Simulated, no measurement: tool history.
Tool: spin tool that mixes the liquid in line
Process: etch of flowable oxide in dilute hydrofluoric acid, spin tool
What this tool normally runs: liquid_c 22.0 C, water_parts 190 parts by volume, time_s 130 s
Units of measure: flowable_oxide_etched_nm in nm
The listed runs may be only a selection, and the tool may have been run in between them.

run     day  liquid_c  water_parts  time_s  wafers since the last listed run  hours since the thermometer was replaced  hours since the hydrofluoric acid flow meter was replaced  hours since the gauge calibration  read-back film thickness of the flowable oxide reference wafer, read on the same gauge (nm)  flowable_oxide_etched_nm
  1   0.000      22.0          190     130                                 0                                     258.7                                                      807.7                              637.9                                                                                       146.52                     27.35
  2   2.025      22.0          190     145                               474                                     307.3                                                      856.3                              686.5                                                                                       146.32                     30.32
  3   4.921      22.0          190     130                               678                                     376.8                                                      925.8                              756.0                                                                                       146.01                     27.24
  4   6.042      22.0          190     130                               262                                     403.7                                                      952.7                              782.9                                                                                       145.87                     27.15
  5   8.700      19.5          235     130                               622                                     467.5                                                     1016.5                              846.7                                                                                       145.59                     19.09
  6  10.475      19.5          235     130                               415                                     510.1                                                     1059.1                              889.3                                                                                       145.43                     19.17
  7  12.475      19.5          235     130                               468                                     558.1                                                     1107.1                              937.3                                                                                       145.19                     18.98
  8  14.025      22.0          190     130                               363                                     595.3                                                     1144.3                              974.5                                                                                       145.06                     27.07
  9  15.350      22.0          190     130                               310                                     627.1                                                     1176.1                             1006.3                                                                                       144.88                     27.22
 10  18.250      22.0          190     130                               679                                     696.7                                                     1245.7                             1075.9                                                                                       144.57                     26.96
 11  21.021      22.0          165     130                               648                                     763.2                                                     1312.2                             1142.4                                                                                       144.26                     31.77
 12  23.850      22.0          250      90                               662                                     831.1                                                     1380.1                             1210.3                                                                                       143.99                     13.35
 13  26.812      22.0          250      90                               693                                     902.2                                                     1451.2                             1281.4                                                                                       143.66                     13.31
 14  29.167      22.0          220     130                               551                                     958.7                                                     1507.7                             1337.9                                                                                       143.44                     22.22
 15  35.412      22.0          220     130                              1462                                    1108.6                                                     1657.6                             1487.8                                                                                       142.76                     22.47
     35.888  -- thermometer replaced
 16  37.929      22.0          220     130                               579                                      49.0                                                     1718.0                             1548.2                                                                                       142.48                     22.28
     40.250  -- hydrofluoric acid flow meter replaced
 17  40.862      22.0          190     130                               677                                     119.4                                                       14.7                             1618.6                                                                                       142.17                     26.33
 18  42.100      22.0          190     130                               289                                     149.1                                                       44.4                             1648.3                                                                                       142.04                     26.35
 19  44.896      24.0          120     175                               654                                     216.2                                                      111.5                             1715.4                                                                                       141.73                     66.16
 20  46.071      22.0          190      80                               275                                     244.4                                                      139.7                             1743.6                                                                                       141.63                     16.23
 21  48.700      26.5          190      95                               615                                     307.5                                                      202.8                             1806.7                                                                                       141.34                     22.82
     48.846  -- gauge calibrated
 22  51.550      19.0          190     130                               667                                     375.9                                                      271.2                               64.9                                                                                       149.05                     24.94
 23  54.000      22.0          100     180                               573                                     434.7                                                      330.0                              123.7                                                                                       148.79                     80.24
 24  56.725      22.0          135     105                               638                                     500.1                                                      395.4                              189.1                                                                                       148.50                     33.64
 25  59.121      22.0          190     130                               561                                     557.6                                                      452.9                              246.6                                                                                       148.25                     27.56
 26  60.138      22.0          190     130                               238                                     582.0                                                      477.3                              271.0                                                                                       148.13                     27.82

What does the tool deliver on the next run?
 27  62.288      22.0          235     130                               503                                     633.6                                                      528.9                              322.6                                                                                            ?                         ?

For run 27 the tool returned read-back film thickness of the flowable oxide reference wafer, read on the same gauge (nm) 147.93, flowable_oxide_etched_nm 21.32 nm.
Had the tool carried no hidden state, the very same run would have given flowable_oxide_etched_nm 21.62 nm.
